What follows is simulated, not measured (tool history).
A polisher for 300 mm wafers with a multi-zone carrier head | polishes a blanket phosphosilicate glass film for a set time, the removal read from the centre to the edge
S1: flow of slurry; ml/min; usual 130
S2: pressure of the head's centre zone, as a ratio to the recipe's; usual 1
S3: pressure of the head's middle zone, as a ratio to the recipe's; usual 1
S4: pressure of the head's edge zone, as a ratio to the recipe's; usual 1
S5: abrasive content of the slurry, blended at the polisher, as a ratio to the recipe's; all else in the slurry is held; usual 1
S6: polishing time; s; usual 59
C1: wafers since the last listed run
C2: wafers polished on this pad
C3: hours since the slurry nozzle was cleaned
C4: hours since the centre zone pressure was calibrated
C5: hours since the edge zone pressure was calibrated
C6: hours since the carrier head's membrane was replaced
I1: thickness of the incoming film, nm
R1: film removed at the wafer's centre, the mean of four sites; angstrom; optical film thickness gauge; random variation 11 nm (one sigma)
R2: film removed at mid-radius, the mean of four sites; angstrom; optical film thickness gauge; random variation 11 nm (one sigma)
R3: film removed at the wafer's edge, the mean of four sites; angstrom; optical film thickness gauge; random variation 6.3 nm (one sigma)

{"run": 1, "hour": 0.0, "S1": 130, "S2": 1, "S3": 1, "S4": 1, "S5": 1.25, "S6": 59, "C1": 0, "C2": 6779, "C3": 370.8, "C4": 1200, "C5": 96.2, "C6": 880.5, "I1": 1804.6, "R1": 7757, "R2": 7852, "R3": 7894}
{"hour": 25.4, "done": "worn pad replaced by a new one"}
{"run": 2, "hour": 52.0, "S1": 130, "S2": 1, "S3": 1, "S4": 1, "S5": 1.25, "S6": 59, "C1": 726, "C2": 401, "C3": 422.8, "C4": 1252, "C5": 148.2, "C6": 932.5, "I1": 1838.2, "R1": 7268, "R2": 7104, "R3": 7385}
{"run": 3, "hour": 120.9, "S1": 130, "S2": 1, "S3": 1, "S4": 1, "S5": 1.25, "S6": 59, "C1": 1043, "C2": 1445, "C3": 491.7, "C4": 1320.9, "C5": 217.1, "C6": 1001.4, "I1": 1828.1, "R1": 7121, "R2": 7030, "R3": 7289}
{"run": 4, "hour": 160.2, "S1": 130, "S2": 1, "S3": 1, "S4": 1.05, "S5": 1, "S6": 52, "C1": 594, "C2": 2039, "C3": 531, "C4": 1360.2, "C5": 256.4, "C6": 1040.7, "I1": 1813.4, "R1": 5400, "R2": 5494, "R3": 5804}
{"hour": 195.0, "done": "centre zone pressure recalibrated"}
{"run": 5, "hour": 225.5, "S1": 130, "S2": 1, "S3": 1, "S4": 1.05, "S5": 1, "S6": 52, "C1": 958, "C2": 2998, "C3": 596.3, "C4": 30.5, "C5": 321.7, "C6": 1106, "I1": 1822, "R1": 5441, "R2": 5404, "R3": 5698}
{"hour": 252.8, "done": "slurry nozzle cleaned"}
{"run": 6, "hour": 300.9, "S1": 130, "S2": 1, "S3": 1, "S4": 1, "S5": 1, "S6": 59, "C1": 1126, "C2": 4124, "C3": 48.1, "C4": 105.9, "C5": 397.1, "C6": 1181.4, "I1": 1798.4, "R1": 6223, "R2": 6199, "R3": 6323}
{"run": 7, "hour": 346.4, "S1": 130, "S2": 0.94, "S3": 1, "S4": 1, "S5": 1, "S6": 59, "C1": 688, "C2": 4813, "C3": 93.6, "C4": 151.4, "C5": 442.6, "C6": 1226.9, "I1": 1802.7, "R1": 5752, "R2": 6121, "R3": 6251}
{"hour": 411.9, "done": "worn pad replaced by a new one, repeated, since the last time left the tool worse"}
{"run": 8, "hour": 449.7, "S1": 130, "S2": 1, "S3": 1, "S4": 1, "S5": 1, "S6": 59, "C1": 1503, "C2": 571, "C3": 196.9, "C4": 254.7, "C5": 545.9, "C6": 1330.2, "I1": 1802.6, "R1": 7237, "R2": 7311, "R3": 7521}
{"run": 9, "hour": 539.6, "S1": 130, "S2": 1.05, "S3": 1, "S4": 0.91, "S5": 1, "S6": 69, "C1": 1360, "C2": 1932, "C3": 286.8, "C4": 344.6, "C5": 635.8, "C6": 1420.1, "I1": 1788.1, "R1": 9079, "R2": 8175, "R3": 8162}
{"run": 10, "hour": 646.6, "S1": 130, "S2": 1, "S3": 1, "S4": 1, "S5": 1, "S6": 59, "C1": 1619, "C2": 3552, "C3": 393.8, "C4": 451.6, "C5": 742.8, "C6": 1527.1, "I1": 1770.5, "R1": 7161, "R2": 7028, "R3": 7189}
{"run": 11, "hour": 731.8, "S1": 130, "S2": 1, "S3": 0.88, "S4": 0.92, "S5": 1, "S6": 48, "C1": 1289, "C2": 4842, "C3": 479, "C4": 536.8, "C5": 828, "C6": 1612.3, "I1": 1801.9, "R1": 5879, "R2": 5167, "R3": 5666}
{"hour": 755.1, "done": "edge zone pressure recalibrated"}
{"hour": 824.0, "done": "worn pad replaced by a new one"}
{"run": 12, "hour": 836.3, "S1": 95, "S2": 1, "S3": 1, "S4": 1, "S5": 1, "S6": 77, "C1": 1491, "C2": 185, "C3": 583.5, "C4": 641.3, "C5": 81.2, "C6": 1716.8, "I1": 1842.1, "R1": 8658, "R2": 8772, "R3": 9288}
{"run": 13, "hour": 879.2, "S1": 130, "S2": 1, "S3": 1, "S4": 0.93, "S5": 1, "S6": 48, "C1": 649, "C2": 834, "C3": 626.4, "C4": 684.2, "C5": 124.1, "C6": 1759.7, "I1": 1817.3, "R1": 5981, "R2": 5898, "R3": 5874}
{"hour": 892.4, "done": "slurry nozzle cleaned"}
{"hour": 957.2, "done": "carrier head's membrane replaced by a new one"}
{"run": 14, "hour": 972.2, "S1": 130, "S2": 1, "S3": 1, "S4": 1, "S5": 1, "S6": 59, "C1": 1317, "C2": 2151, "C3": 79.8, "C4": 777.2, "C5": 217.1, "C6": 15, "I1": 1839.9, "R1": 7365, "R2": 7173, "R3": 7326}
{"run": 15, "hour": 1058.9, "S1": 110, "S2": 1, "S3": 1, "S4": 1, "S5": 1.1, "S6": 59, "C1": 1312, "C2": 3464, "C3": 166.5, "C4": 863.9, "C5": 303.8, "C6": 101.7, "I1": 1814.4, "R1": 6997, "R2": 6951, "R3": 7326}
{"run": 16, "hour": 1151.8, "S1": 105, "S2": 1, "S3": 0.91, "S4": 1, "S5": 1, "S6": 59, "C1": 1406, "C2": 4870, "C3": 259.4, "C4": 956.8, "C5": 396.7, "C6": 194.6, "I1": 1794.9, "R1": 6604, "R2": 6131, "R3": 6900}
{"hour": 1206.4, "done": "worn pad replaced by a new one"}
{"run": 17, "hour": 1208.5, "S1": 130, "S2": 1, "S3": 1, "S4": 1, "S5": 1, "S6": 54, "C1": 797, "C2": 31, "C3": 316.1, "C4": 1013.5, "C5": 453.4, "C6": 251.3, "I1": 1826.9, "R1": 6730, "R2": 6826, "R3": 6954}
{"run": 18, "hour": 1297.6, "S1": 130, "S2": 1, "S3": 1, "S4": 1, "S5": 0.75, "S6": 59, "C1": 1348, "C2": 1380, "C3": 405.2, "C4": 1102.6, "C5": 542.5, "C6": 340.4, "I1": 1810.8, "R1": 6133, "R2": 6156, "R3": 6214}
{"run": 19, "hour": 1347.3, "S1": 130, "S2": 1, "S3": 1, "S4": 1, "S5": 1, "S6": 78, "C1": 752, "C2": 2132, "C3": 454.9, "C4": 1152.3, "C5": 592.2, "C6": 390.1, "I1": 1818, "R1": 9430, "R2": 9249, "R3": 9467}
{"run": 20, "hour": 1420.1, "S1": 130, "S2": 1, "S3": 1, "S4": 1, "S5": 1, "S6": 59, "C1": 1102, "C2": 3234, "C3": 527.7, "C4": 1225.1, "C5": 665, "C6": 462.9, "I1": 1833.2, "R1": 7073, "R2": 7066, "R3": 7173}
{"run": 21, "hour": 1460.4, "S1": 150, "S2": 1, "S3": 1.09, "S4": 1, "S5": 0.75, "S6": 74, "C1": 610, "C2": 3845, "C3": 568, "C4": 1265.4, "C5": 705.3, "C6": 503.2, "I1": 1798, "R1": 7819, "R2": 8444, "R3": 8005}
{"run": 22, "hour": 1533.5, "S1": 130, "S2": 1, "S3": 1, "S4": 1, "S5": 1, "S6": 59, "C1": 1106, "C2": 4951, "C3": 641.1, "C4": 1338.5, "C5": 778.4, "C6": 576.3, "I1": 1834.7, "R1": 6933, "R2": 6853, "R3": 7178}

Forecast each of these 3 alternatives for the next run:
{"run": "A", "hour": 1533.9, "S1": 130, "S2": 1, "S3": 1.11, "S4": 1, "S5": 1, "S6": 59, "C1": 6, "C2": 4957, "C3": 641.5, "C4": 1338.9, "C5": 778.8, "C6": 576.7, "I1": 1823.5, "R1": "?", "R2": "?", "R3": "?"}
{"run": "B", "hour": 1533.9, "S1": 130, "S2": 0.89, "S3": 1.09, "S4": 1, "S5": 0.85, "S6": 59, "C1": 6, "C2": 4957, "C3": 641.5, "C4": 1338.9, "C5": 778.8, "C6": 576.7, "I1": 1823.5, "R1": "?", "R2": "?", "R3": "?"}
{"run": "C", "hour": 1533.9, "S1": 130, "S2": 1, "S3": 1, "S4": 1.12, "S5": 0.75, "S6": 59, "C1": 6, "C2": 4957, "C3": 641.5, "C4": 1338.9, "C5": 778.8, "C6": 576.7, "I1": 1823.5, "R1": "?", "R2": "?", "R3": "?"}

run=A R1=6993 R2=7717 R3=7062
run=B R1=5711 R2=6983 R3=6489
run=C R1=5974 R2=6036 R3=6396
Without the tool's hidden state the same runs would have given:
run=A R1=7491 R2=8265 R3=7564
run=B R1=6117 R2=7480 R3=6950
run=C R1=6399 R2=6465 R3=6850

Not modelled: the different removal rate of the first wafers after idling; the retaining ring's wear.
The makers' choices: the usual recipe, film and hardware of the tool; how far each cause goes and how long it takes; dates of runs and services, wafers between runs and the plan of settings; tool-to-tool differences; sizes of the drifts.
